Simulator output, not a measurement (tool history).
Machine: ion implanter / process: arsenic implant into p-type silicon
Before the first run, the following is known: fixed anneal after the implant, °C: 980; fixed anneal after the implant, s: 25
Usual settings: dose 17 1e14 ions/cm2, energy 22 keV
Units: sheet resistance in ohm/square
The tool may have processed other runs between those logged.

run    hour   dose  energy  wafers since the last listed run  hours since the last dose calibration  hours since the extraction supply was calibrated  hours since the gauge calibration  read-back reference wafer on the same gauge, sheet resistance  sheet resistance
  1       0     17      22                                 0                                  552.2                                            5805.1                               87.7                                                         120.02               111
  2    27.3     17      22                               264                                  579.5                                            5832.4                                115                                                         119.91            111.05
  3    58.4     17      22                               301                                  610.6                                            5863.5                              146.1                                                         119.95            111.29
  4   101.4   13.4      18                               417                                  653.6                                            5906.5                              189.1                                                         119.98            127.16
  5   170.8   13.4      18                               673                                    723                                            5975.9                              258.5                                                         119.95            127.19
  6   209.1   13.4      18                               371                                  761.3                                            6014.2                              296.8                                                         120.01            127.09
  7   244.4     17      19                               342                                  796.6                                            6049.5                              332.1                                                         120.06            117.89
  8   268.9     17      22                               237                                  821.1                                              6074                              356.6                                                            120            110.96
  9   312.2     17      22                               420                                  864.4                                            6117.3                              399.9                                                         119.99            111.19
 10   374.8     17      22                               607                                    927                                            6179.9                              462.5                                                         120.08            111.06
 11   497.3  15.18    27.5                              1188                                 1049.5                                            6302.4                                585                                                         119.95            103.13
 12   554.4  15.18    27.5                               554                                 1106.6                                            6359.5                              642.1                                                         119.94             103.3
 13   604.7     17      22                               488                                 1156.9                                            6409.8                              692.4                                                         119.98            110.47
 14   666.1   13.4      18                               595                                 1218.3                                            6471.2                              753.8                                                         119.97            126.02
      702.9  -- gauge calibrated
 15   711.8  22.01      22                               443                                   1264                                            6516.9                                8.9                                                            120             106.4
      843.9  -- Faraday cup replaced and dose calibrated
 16   917.6     17      22                              1919                                   73.7                                            6722.7                              214.7                                                         120.03             111.6
 17   958.6     17      28                               397                                  114.7                                            6763.7                              255.7                                                            120            100.37
      988.2  -- extraction supply calibrated
 18  1005.2  14.64      22                               374                                  161.3                                                17                              302.3                                                            120            114.93
 19  1041.1  21.36    28.5                               348                                  197.2                                              52.9                              338.2                                                         119.98              95.4
 20  1085.9     17      22                               434                                    242                                              97.7                                383                                                            120            111.31
 21  1134.2  21.36    28.5                               468                                  290.3                                               146                              431.3                                                         119.98             95.56
 22  1191.4   13.4      18                               555                                  347.5                                             203.2                              488.5                                                         120.02            127.05
 23  1235.2  14.49      22                               424                                  391.3                                               247                              532.3                                                         119.98            115.21
 24  1286.9  21.44      22                               501                                    443                                             298.7                                584                                                         119.99            107.17
 25    1453  14.96    15.5                              1611                                  609.1                                             464.8                              750.1                                                         120.09            129.65
 26  1487.2  15.71      22                               331                                  643.3                                               499                              784.3                                                         120.01            112.71
     1533.8  -- gauge calibrated
 27  1534.1   21.5      25                               455                                  690.2                                             545.9                                0.3                                                         120.01            101.09

Predict each of these 4 candidate next runs independently; none follows another, all start after run 27:
  A  1534.5     17      22                                 3                                  690.6                                             546.3                                0.7                                                              ?                 ?
  B  1534.5  19.39      18                                 3                                  690.6                                             546.3                                0.7                                                              ?                 ?
  C  1534.5   14.5    27.5                                 3                                  690.6                                             546.3                                0.7                                                              ?                 ?
  D  1534.5  14.87      29                                 3                                  690.6                                             546.3                                0.7                                                              ?                 ?

run  read-back reference wafer on the same gauge, sheet resistance  sheet resistance
  A                                                         120.04            110.79
  B                                                         120.04            117.48
  C                                                         120.04            104.91
  D                                                         120.04            101.91
With the hidden condition removed and each run's random variation left untouched, the same runs would have given:
run  sheet resistance
  A            111.12
  B            117.75
  C            105.39
  D            102.38

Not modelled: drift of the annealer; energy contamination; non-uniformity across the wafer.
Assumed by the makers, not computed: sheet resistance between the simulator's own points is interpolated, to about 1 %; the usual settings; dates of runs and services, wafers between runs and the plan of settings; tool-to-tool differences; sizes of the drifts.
